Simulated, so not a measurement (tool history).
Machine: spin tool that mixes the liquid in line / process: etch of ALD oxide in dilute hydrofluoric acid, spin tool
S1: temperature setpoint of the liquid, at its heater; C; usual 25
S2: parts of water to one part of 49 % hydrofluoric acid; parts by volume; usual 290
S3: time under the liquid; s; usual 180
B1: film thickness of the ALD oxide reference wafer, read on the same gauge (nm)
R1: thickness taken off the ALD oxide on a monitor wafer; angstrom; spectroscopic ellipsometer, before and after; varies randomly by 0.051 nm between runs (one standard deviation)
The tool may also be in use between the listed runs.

run	hour	S1	S2	S3	B1	R1
1	0	25	355	180	118.94	70.1
2	33.9	25	355	180	118.73	70.3
3	46	25	290	180	118.69	92.2
4	74.4	25	290	180	118.55	91.9
5	96.1	25	290	180	118.44	91.4
6	113.4	25	290	180	118.27	91.2
7	180.4	25	290	180	117.82	90.5
8	216.2	25	290	155	117.58	77.7
# hour 229.3: thermometer replaced
9	250.5	25	290	155	117.29	77.8
# hour 261.4: gauge calibrated
10	267.4	24	380	180	120.12	62.6
11	299.6	24	380	180	120.12	62.8
12	319.3	22	290	180	120.12	82.8
13	339.8	22	290	180	120.15	83.5
14	362.5	25	210	215	120.09	165.1
15	393.9	25	290	180	120	92.6
16	421.2	25	290	95	119.97	48.7
# hour 440.3: hydrofluoric acid flow meter replaced
17	440.8	29	155	270	119.94	345.1

Run 18 comes next. What will it give?
18	461.2	25	230	180	?	?

Run 18 came out at B1 119.87, R1 123.9 angstrom.
Had the tool carried no hidden state, the very same run would have given R1 124 angstrom.

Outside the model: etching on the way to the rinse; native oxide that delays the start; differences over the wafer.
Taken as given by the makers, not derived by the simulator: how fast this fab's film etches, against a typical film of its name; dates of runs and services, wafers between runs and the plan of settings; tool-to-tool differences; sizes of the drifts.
